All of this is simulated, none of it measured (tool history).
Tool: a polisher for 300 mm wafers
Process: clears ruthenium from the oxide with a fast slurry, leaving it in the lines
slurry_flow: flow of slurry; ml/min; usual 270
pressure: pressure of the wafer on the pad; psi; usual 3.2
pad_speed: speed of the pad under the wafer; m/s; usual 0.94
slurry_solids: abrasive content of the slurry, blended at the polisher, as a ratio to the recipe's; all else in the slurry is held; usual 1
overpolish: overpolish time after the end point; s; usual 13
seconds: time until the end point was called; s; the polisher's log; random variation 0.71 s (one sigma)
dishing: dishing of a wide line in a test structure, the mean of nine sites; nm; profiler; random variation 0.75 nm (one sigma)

run	hour	slurry_flow	pressure	pad_speed	slurry_solids	overpolish	incoming thickness of the incoming film, nm	seconds	dishing
1	0	270	3.2	0.94	1	13	299.2	70.8	39.1
2	18	270	3.2	0.94	1	13	300.4	72.6	37.1
3	35.3	270	3.2	0.94	1	13	304	75.1	37.5
4	44.5	270	3.2	0.94	1	13	298.6	75	36.1
5	51.6	270	3.2	0.94	1	13	294.8	74.6	37.1
6	65.1	270	3.2	0.94	1	13	303.1	80.4	36.1
# hour 70.1: worn pad replaced by a new one
# hour 71.4: slurry blender recalibrated
7	76.8	270	3.2	0.94	1	13	304	70.9	38.4
8	94.6	270	3.2	0.94	1	13	302.2	71	38.8
9	104	270	3.2	0.94	1	13	301.8	70.9	39
10	124.3	270	3.2	0.94	1	13	301.6	71.3	39.3
11	133.5	270	3.2	0.94	1	13	298	71.9	37.8
12	148.9	270	2.8	1.14	1.1	20	303.6	67	55.9
13	160.2	270	3.2	0.94	1	13	297.6	73.7	37.7
# hour 165.6: slurry nozzle cleaned
14	170.2	270	2.1	1.2	1	10	301.1	88.6	27
# hour 180: worn pad replaced by a new one
15	180.5	270	3.2	0.94	1	13	300.6	68.4	40.4
16	185.9	330	3.2	0.94	0.85	16	299.1	71.2	45.3
17	197.2	325	3.2	0.86	1	13	297.9	71.8	38.6
18	212.3	270	3.2	0.94	1	13	299	68.6	39.8
19	230	270	3.2	0.94	1	13	299.7	69.5	40.1
# hour 236.2: head pressure recalibrated
20	242	270	3.2	0.94	1	13	304.9	77.4	36.6
21	258.8	270	3.7	0.94	1	17	300.6	66.6	48.4

Run 22 comes next. What will it give?
22	265.8	270	3.2	0.94	1	13	306.6	?	?

Run 22 gave seconds 77.7 s, dishing 36.2 nm.
Without the tool's hidden state the same run would have given seconds 75.1 s, dishing 37.2 nm.
